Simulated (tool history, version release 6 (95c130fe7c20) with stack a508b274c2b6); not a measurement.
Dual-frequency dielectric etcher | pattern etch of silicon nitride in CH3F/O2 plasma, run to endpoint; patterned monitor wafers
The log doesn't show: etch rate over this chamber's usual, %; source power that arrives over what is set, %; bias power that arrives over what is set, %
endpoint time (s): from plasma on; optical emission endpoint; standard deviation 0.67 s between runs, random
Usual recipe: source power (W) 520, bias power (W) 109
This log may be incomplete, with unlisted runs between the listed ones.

run	hour	source power (W)	bias power (W)	wafers since the last listed run	hours since the last wet clean	hours since the last source power generator calibration	hours since the last bias power generator calibration	hours since the last upper electrode change	incoming incoming film thickness, nm	endpoint time (s)
1	0	620	99	0	193.3	2687.5	2184.1	3425	108.1	90.8
2	35.5	620	99	233	228.8	2723	2219.6	3460.5	109.8	93.6
3	50.5	520	109	98	243.8	2738	2234.6	3475.5	108.7	97.9
4	77.4	520	109	177	270.7	2764.9	2261.5	3502.4	108	99.2
5	103.8	520	109	173	297.1	2791.3	2287.9	3528.8	109.4	99.3
6	131.9	520	109	185	325.2	2819.4	2316	3556.9	109.6	100.7
7	167	520	130	231	360.3	2854.5	2351.1	3592	109	94.8
8	186.3	520	130	127	379.6	2873.8	2370.4	3611.3	109.7	95
9	201.3	550	109	98	394.6	2888.8	2385.4	3626.3	110.2	98.3
10	230.6	430	109	192	423.9	2918.1	2414.7	3655.6	109.5	110.8
# hour 239.2: source power generator calibrated
11	255.4	470	109	136	448.7	16.2	2439.5	3680.4	109.8	107
12	271.7	520	109	107	465	32.5	2455.8	3696.7	109.6	100.4
13	283.8	520	109	79	477.1	44.6	2467.9	3708.8	109.4	102.6
# hour 326.6: upper electrode replaced, of another model than before
# hour 347.4: bias power generator calibrated
# hour 348.1: wet clean of the chamber
14	348.6	610	135	237	0.5	109.4	1.2	22	109.1	83.6
15	349	520	109	2	0.9	109.8	1.6	22.4	109.5	96.6
16	369.2	470	93	133	21.1	130	21.8	42.6	109.1	107
17	384.3	420	109	99	36.2	145.1	36.9	57.7	109.4	112.3
18	402.6	590	85	120	54.5	163.4	55.2	76	109.3	91.5
19	421	520	129	121	72.9	181.8	73.6	94.4	109.5	93.6
20	456.6	520	109	234	108.5	217.4	109.2	130	108.9	96.5

Consider 3 possible next runs. They are alternatives, not a sequence: every one starts from the tool as it was left by run 20. What does each give?
A	457.1	400	109	3	109	217.9	109.7	130.5	110	?
B	457.1	420	121	3	109	217.9	109.7	130.5	110	?
C	457.1	560	126	3	109	217.9	109.7	130.5	110	?

run	endpoint time (s)
A	119.3
B	112.1
C	90.5
Stripped of hidden state, with their random variation kept, the same runs would have yielded:
run	endpoint time (s)
A	118.6
B	111.4
C	90

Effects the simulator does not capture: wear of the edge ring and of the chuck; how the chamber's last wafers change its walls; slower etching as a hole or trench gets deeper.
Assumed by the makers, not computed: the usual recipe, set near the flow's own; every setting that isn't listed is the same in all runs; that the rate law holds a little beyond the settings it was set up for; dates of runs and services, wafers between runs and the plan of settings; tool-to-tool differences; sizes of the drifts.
